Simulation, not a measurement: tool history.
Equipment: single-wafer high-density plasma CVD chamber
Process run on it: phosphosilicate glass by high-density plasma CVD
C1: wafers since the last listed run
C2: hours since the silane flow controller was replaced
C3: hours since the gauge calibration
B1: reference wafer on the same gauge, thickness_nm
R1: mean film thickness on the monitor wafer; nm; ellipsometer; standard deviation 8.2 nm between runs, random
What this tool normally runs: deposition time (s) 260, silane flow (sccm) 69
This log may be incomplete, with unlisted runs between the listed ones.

run 1 hour=0 | deposition_time_(s)=260 silane_flow_(sccm)=69 | C1=0 C2=4313.6 C3=41 | B1=2057.447 | R1=1887.307
run 2 hour=51.7 | deposition_time_(s)=260 silane_flow_(sccm)=69 | C1=230 C2=4365.3 C3=92.7 | B1=2068.176 | R1=1867.121
run 3 hour=107.4 | deposition_time_(s)=244 silane_flow_(sccm)=69 | C1=248 C2=4421 C3=148.4 | B1=2077.389 | R1=1766.759
run 4 hour=156.3 | deposition_time_(s)=248 silane_flow_(sccm)=69 | C1=217 C2=4469.9 C3=197.3 | B1=2081.951 | R1=1806.623
run 5 hour=219.3 | deposition_time_(s)=248 silane_flow_(sccm)=69 | C1=280 C2=4532.9 C3=260.3 | B1=2088.472 | R1=1807.044
run 6 hour=288.3 | deposition_time_(s)=248 silane_flow_(sccm)=69 | C1=307 C2=4601.9 C3=329.3 | B1=2091.202 | R1=1817.727
run 7 hour=369.9 | deposition_time_(s)=260 silane_flow_(sccm)=69 | C1=363 C2=4683.5 C3=410.9 | B1=2096.07 | R1=1894.471
run 8 hour=414.4 | deposition_time_(s)=260 silane_flow_(sccm)=62 | C1=198 C2=4728 C3=455.4 | B1=2096.883 | R1=1722.14
run 9 hour=454.3 | deposition_time_(s)=309 silane_flow_(sccm)=80 | C1=177 C2=4767.9 C3=495.3 | B1=2099.869 | R1=2608.437
run 10 hour=509.9 | deposition_time_(s)=294 silane_flow_(sccm)=58 | C1=247 C2=4823.5 C3=550.9 | B1=2101.478 | R1=1814.725
-- hour=540.4 gauge calibrated
run 11 hour=575.5 | deposition_time_(s)=260 silane_flow_(sccm)=69 | C1=292 C2=4889.1 C3=35.1 | B1=2049.508 | R1=1850.639
-- hour=583.7 silane flow controller replaced
run 12 hour=640.4 | deposition_time_(s)=220 silane_flow_(sccm)=69 | C1=253 C2=56.7 C3=100 | B1=2061.426 | R1=1584.749
run 13 hour=680 | deposition_time_(s)=221 silane_flow_(sccm)=82 | C1=176 C2=96.3 C3=139.6 | B1=2067.755 | R1=1891.586
run 14 hour=709.8 | deposition_time_(s)=231 silane_flow_(sccm)=58 | C1=132 C2=126.1 C3=169.4 | B1=2069.989 | R1=1409.645
run 15 hour=747.7 | deposition_time_(s)=286 silane_flow_(sccm)=80 | C1=168 C2=164 C3=207.3 | B1=2076.548 | R1=2396.568

Expected results for the next run?
run 16 hour=782.9 | deposition_time_(s)=260 silane_flow_(sccm)=69 | C1=156 C2=199.2 C3=242.5 | B1=? | R1=?

Run 16 gave B1 2079.225, R1 1891.72 nm.
Had the tool carried no hidden state, the very same run would have given R1 1865.814 nm.

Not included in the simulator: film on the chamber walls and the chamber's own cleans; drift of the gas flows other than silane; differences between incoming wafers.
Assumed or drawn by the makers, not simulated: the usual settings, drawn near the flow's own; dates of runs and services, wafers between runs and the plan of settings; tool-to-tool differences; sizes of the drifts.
